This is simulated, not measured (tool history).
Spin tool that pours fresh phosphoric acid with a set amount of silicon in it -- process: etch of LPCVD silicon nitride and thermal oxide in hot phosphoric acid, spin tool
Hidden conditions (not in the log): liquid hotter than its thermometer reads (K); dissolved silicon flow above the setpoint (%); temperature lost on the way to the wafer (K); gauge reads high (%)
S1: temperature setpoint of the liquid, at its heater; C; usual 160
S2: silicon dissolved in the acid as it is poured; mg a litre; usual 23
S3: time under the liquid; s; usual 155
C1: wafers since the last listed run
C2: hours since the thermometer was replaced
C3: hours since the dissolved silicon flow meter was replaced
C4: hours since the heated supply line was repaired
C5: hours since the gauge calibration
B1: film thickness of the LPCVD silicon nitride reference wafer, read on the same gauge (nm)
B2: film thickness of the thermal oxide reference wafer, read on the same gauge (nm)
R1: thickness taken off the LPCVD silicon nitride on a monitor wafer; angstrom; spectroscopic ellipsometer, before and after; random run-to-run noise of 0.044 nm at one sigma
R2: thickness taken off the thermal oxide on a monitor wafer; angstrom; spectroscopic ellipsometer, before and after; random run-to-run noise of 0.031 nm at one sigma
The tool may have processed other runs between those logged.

run 1 hour=0 | S1=160 S2=23 S3=155 | C1=0 C2=1830.4 C3=1136.4 C4=2283.4 C5=575.1 | B1=139.99 B2=79.989 | R1=114.3 R2=2.41
run 2 hour=138.1 | S1=160 S2=23 S3=155 | C1=738 C2=1968.5 C3=1274.5 C4=2421.5 C5=713.2 | B1=140 B2=79.99 | R1=115.7 R2=2.75
run 3 hour=200.5 | S1=160 S2=23 S3=155 | C1=333 C2=2030.9 C3=1336.9 C4=2483.9 C5=775.6 | B1=140.03 B2=79.993 | R1=115.6 R2=2.96
run 4 hour=291.6 | S1=160 S2=23 S3=220 | C1=487 C2=2122 C3=1428 C4=2575 C5=866.7 | B1=139.99 B2=80.019 | R1=163.2 R2=4.84
run 5 hour=330.4 | S1=160 S2=23 S3=220 | C1=207 C2=2160.8 C3=1466.8 C4=2613.8 C5=905.5 | B1=140.03 B2=80 | R1=163.4 R2=4.08
run 6 hour=414.9 | S1=160 S2=23 S3=155 | C1=452 C2=2245.3 C3=1551.3 C4=2698.3 C5=990 | B1=140 B2=79.981 | R1=115.5 R2=3.07
run 7 hour=461.1 | S1=160 S2=23 S3=155 | C1=247 C2=2291.5 C3=1597.5 C4=2744.5 C5=1036.2 | B1=140.03 B2=80.012 | R1=116.3 R2=3.05
run 8 hour=553.9 | S1=160 S2=23 S3=155 | C1=496 C2=2384.3 C3=1690.3 C4=2837.3 C5=1129 | B1=139.99 B2=79.992 | R1=116 R2=2.69
-- hour=572.9 gauge calibrated
-- hour=597.5 heated supply line repaired
run 9 hour=598 | S1=160 S2=23 S3=155 | C1=230 C2=2428.4 C3=1734.4 C4=0.5 C5=25.1 | B1=140 B2=79.995 | R1=116.5 R2=3.11
run 10 hour=686 | S1=158 S2=40.5 S3=95 | C1=470 C2=2516.4 C3=1822.4 C4=88.5 C5=113.1 | B1=140.02 B2=80.001 | R1=66.4 R2=0.83
-- hour=694.9 dissolved silicon flow meter replaced
-- hour=728.6 thermometer replaced
run 11 hour=762.5 | S1=162.5 S2=38.5 S3=110 | C1=398 C2=33.9 C3=67.6 C4=165 C5=189.6 | B1=140 B2=80.007 | R1=84.9 R2=1.33
run 12 hour=854.7 | S1=157.5 S2=23 S3=130 | C1=493 C2=126.1 C3=159.8 C4=257.2 C5=281.8 | B1=140 B2=80.013 | R1=86.2 R2=1.73
run 13 hour=895 | S1=160 S2=33 S3=155 | C1=215 C2=166.4 C3=200.1 C4=297.5 C5=322.1 | B1=139.98 B2=80.029 | R1=111.5 R2=1.66
run 14 hour=934.2 | S1=160 S2=13 S3=155 | C1=209 C2=205.6 C3=239.3 C4=336.7 C5=361.3 | B1=139.98 B2=79.974 | R1=111.3 R2=3.81
run 15 hour=1001.8 | S1=160 S2=39 S3=155 | C1=361 C2=273.2 C3=306.9 C4=404.3 C5=428.9 | B1=139.98 B2=79.998 | R1=111.5 R2=1.44
run 16 hour=1066.4 | S1=160 S2=13 S3=155 | C1=345 C2=337.8 C3=371.5 C4=468.9 C5=493.5 | B1=139.99 B2=79.996 | R1=112.1 R2=3.37

Measured less the same run without the tool's hidden state. The same run-to-run variation is in both; the gauge's scatter may not be:
run=1 R1=+4 R2=+0.19
run=2 R1=+4.4 R2=+0.22
run=3 R1=+4.5 R2=+0.25
run=4 R1=+6.6 R2=+0.42
run=5 R1=+6.7 R2=+0.36
run=6 R1=+4.9 R2=+0.28
run=7 R1=+5 R2=+0.28
run=8 R1=+5.2 R2=+0.26
run=9 R1=+5.3 R2=+0.31
run=10 R1=+3.2 R2=+0.09
run=11 R1=+0.3 R2=+0.02
run=12 R1=+0.5 R2=+0.03
run=13 R1=+0.8 R2=+0.03
run=14 R1=+0.8 R2=+0.06
run=15 R1=+0.9 R2=+0.03
run=16 R1=+1.1 R2=+0.07
